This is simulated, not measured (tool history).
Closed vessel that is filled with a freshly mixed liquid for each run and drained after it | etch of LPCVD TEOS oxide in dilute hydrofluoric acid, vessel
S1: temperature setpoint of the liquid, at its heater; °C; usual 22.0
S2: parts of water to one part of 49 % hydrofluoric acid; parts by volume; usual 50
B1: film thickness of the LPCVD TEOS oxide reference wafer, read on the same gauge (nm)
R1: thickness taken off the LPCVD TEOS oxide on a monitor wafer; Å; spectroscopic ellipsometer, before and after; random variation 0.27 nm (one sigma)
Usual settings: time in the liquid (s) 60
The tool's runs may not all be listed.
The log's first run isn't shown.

{"run": 2, "hour": 9.3, "S1": 22.0, "S2": 50, "time in the liquid (s)": 60, "B1": 80.0, "R1": 421.6}
{"run": 3, "hour": 24.3, "S1": 25.5, "S2": 50, "time in the liquid (s)": 60, "B1": 79.99, "R1": 486.8}
{"run": 4, "hour": 38.4, "S1": 25.5, "S2": 50, "time in the liquid (s)": 60, "B1": 79.99, "R1": 484.0}
{"run": 5, "hour": 65.9, "S1": 19.0, "S2": 50, "time in the liquid (s)": 60, "B1": 79.99, "R1": 380.1}
{"run": 6, "hour": 78.2, "S1": 19.0, "S2": 50, "time in the liquid (s)": 60, "B1": 80.0, "R1": 382.7}
{"hour": 88.8, "done": "gauge calibrated"}
{"run": 7, "hour": 98.7, "S1": 19.0, "S2": 50, "time in the liquid (s)": 60, "B1": 79.99, "R1": 379.0}
{"run": 8, "hour": 141.6, "S1": 22.0, "S2": 50, "time in the liquid (s)": 45, "B1": 80.0, "R1": 321.7}
{"run": 9, "hour": 155.0, "S1": 22.0, "S2": 50, "time in the liquid (s)": 45, "B1": 80.0, "R1": 318.5}
{"run": 10, "hour": 165.8, "S1": 22.0, "S2": 50, "time in the liquid (s)": 60, "B1": 80.0, "R1": 432.3}
{"run": 11, "hour": 177.5, "S1": 22.0, "S2": 50, "time in the liquid (s)": 60, "B1": 80.0, "R1": 431.9}
{"run": 12, "hour": 187.0, "S1": 22.0, "S2": 50, "time in the liquid (s)": 60, "B1": 80.01, "R1": 428.7}
{"run": 13, "hour": 197.8, "S1": 22.0, "S2": 50, "time in the liquid (s)": 60, "B1": 80.0, "R1": 433.5}
{"run": 14, "hour": 212.8, "S1": 24.0, "S2": 35, "time in the liquid (s)": 50, "B1": 80.02, "R1": 566.2}
{"run": 15, "hour": 224.5, "S1": 27.0, "S2": 70, "time in the liquid (s)": 60, "B1": 79.97, "R1": 366.0}
{"run": 16, "hour": 241.3, "S1": 22.0, "S2": 75, "time in the liquid (s)": 85, "B1": 79.99, "R1": 395.6}
{"run": 17, "hour": 257.4, "S1": 20.5, "S2": 50, "time in the liquid (s)": 45, "B1": 80.0, "R1": 305.0}
{"hour": 274.4, "done": "hydrofluoric acid flow meter replaced"}
{"run": 18, "hour": 274.9, "S1": 25.0, "S2": 30, "time in the liquid (s)": 75, "B1": 80.0, "R1": 1064.7}
{"hour": 311.5, "done": "thermometer replaced"}
{"run": 19, "hour": 319.3, "S1": 25.5, "S2": 40, "time in the liquid (s)": 40, "B1": 80.0, "R1": 383.2}

Run 20 comes next. What will it give?
{"run": 20, "hour": 352.8, "S1": 20.5, "S2": 40, "time in the liquid (s)": 45, "B1": "?", "R1": "?"}

{"run 20": {"B1": 79.97, "R1": 349.1}}
Without the tool's hidden state the same run would have given R1 346.3 Å.
